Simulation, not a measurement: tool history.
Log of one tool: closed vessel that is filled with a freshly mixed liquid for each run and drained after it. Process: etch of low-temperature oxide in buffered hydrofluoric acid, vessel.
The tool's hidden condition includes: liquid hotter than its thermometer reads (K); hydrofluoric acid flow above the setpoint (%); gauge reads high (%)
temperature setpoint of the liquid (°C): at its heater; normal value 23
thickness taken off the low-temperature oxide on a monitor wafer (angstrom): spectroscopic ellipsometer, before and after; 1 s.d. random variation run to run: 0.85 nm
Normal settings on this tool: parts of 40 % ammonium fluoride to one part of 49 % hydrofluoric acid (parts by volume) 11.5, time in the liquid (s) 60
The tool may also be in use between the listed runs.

run	hour	temperature setpoint of the liquid (°C)	parts of 40 % ammonium fluoride to one part of 49 % hydrofluoric acid (parts by volume)	time in the liquid (s)	wafers since the last listed run	hours since the thermometer was replaced	hours since the hydrofluoric acid flow meter was replaced	hours since the gauge calibration	read-back film thickness of the low-temperature oxide reference wafer, read on the same gauge (nm)	thickness taken off the low-temperature oxide on a monitor wafer (angstrom)
1	0	25	11.5	60	0	2261.2	1255.8	730.1	29.78	2709.4
2	62.7	25	11.5	60	8323	2323.9	1318.5	792.8	29.81	2716.6
3	103.9	23	11.5	60	5469	2365.1	1359.7	834	29.76	2413.3
4	146.1	23	13	60	5602	2407.3	1401.9	876.2	29.71	2159.4
5	177.4	23	13	60	4155	2438.6	1433.2	907.5	29.7	2139.7
6	240.8	23	11.5	60	8416	2502	1496.6	970.9	29.65	2419.3
7	303.7	23	11.5	60	8350	2564.9	1559.5	1033.8	29.64	2408.9
8	367.5	23	11.5	60	8469	2628.7	1623.3	1097.6	29.54	2400.5
9	412.5	23	11.5	70	5973	2673.7	1668.3	1142.6	29.57	2787.5
# hour 448.6: hydrofluoric acid flow meter replaced
10	474.6	23	11.5	60	8111	2735.8	26	1204.7	29.48	2400.4
11	512	23	11.5	60	4964	2773.2	63.4	1242.1	29.41	2391.5
12	546.1	23	11.5	60	4526	2807.3	97.5	1276.2	29.41	2392.1
# hour 572.4: thermometer replaced
13	582.7	23	13.5	60	4726	10.3	134.1	1312.8	29.37	2044.5
14	638.8	23	11.5	60	7447	66.4	190.2	1368.9	29.35	2387.3
15	671.3	19	11.5	60	4314	98.9	222.7	1401.4	29.28	1912.2
# hour 679.2: gauge calibrated
16	742	21	10	30	9385	169.6	293.4	62.8	30.08	1247.1
17	811.9	21.5	11.5	70	9279	239.5	363.3	132.7	30.06	2634.3
18	864.3	23	11.5	60	6956	291.9	415.7	185.1	30.06	2443.2
19	915.9	23	11.5	45	6850	343.5	467.3	236.7	30.02	1843.3
20	944.4	24.5	9.5	50	3783	372	495.8	265.2	30.04	2621
21	1138.6	23	11.5	60	25780	566.2	690	459.4	29.98	2465.5
22	1200.1	23	11.5	60	8164	627.7	751.5	520.9	29.91	2440.8
23	1271.5	26	13	90	9478	699.1	822.9	592.3	29.93	3853.9
24	1305.6	23	11.5	60	4526	733.2	857	626.4	29.91	2445.2
25	1358	27.5	8.5	50	6956	785.6	909.4	678.8	29.88	3389.8
26	1422.6	23	11.5	80	8575	850.2	974	743.4	29.82	3238
27	1452.9	23	9.5	30	4022	880.5	1004.3	773.7	29.79	1436.8
28	1481.9	23	11.5	60	3849	909.5	1033.3	802.7	29.84	2432.2

5 options for the next run, each taken on its own from the tool as it stands now. Forecast them:
A	1482.6	23	11.5	30	92	910.2	1034	803.4	?	?
B	1482.6	20.5	12.5	50	92	910.2	1034	803.4	?	?
C	1482.6	18	8.5	60	92	910.2	1034	803.4	?	?
D	1482.6	21.5	11.5	60	92	910.2	1034	803.4	?	?
E	1482.6	18.5	10	70	92	910.2	1034	803.4	?	?

run	read-back film thickness of the low-temperature oxide reference wafer, read on the same gauge (nm)	thickness taken off the low-temperature oxide on a monitor wafer (angstrom)
A	29.79	1220.1
B	29.79	1632
C	29.79	2405.5
D	29.79	2246.3
E	29.79	2538.9
The same runs, with their run-to-run variation unchanged, on a tool lacking any hidden condition would have given:
run	thickness taken off the low-temperature oxide on a monitor wafer (angstrom)
A	1227.5
B	1641.9
C	2420.1
D	2260
E	2554.3

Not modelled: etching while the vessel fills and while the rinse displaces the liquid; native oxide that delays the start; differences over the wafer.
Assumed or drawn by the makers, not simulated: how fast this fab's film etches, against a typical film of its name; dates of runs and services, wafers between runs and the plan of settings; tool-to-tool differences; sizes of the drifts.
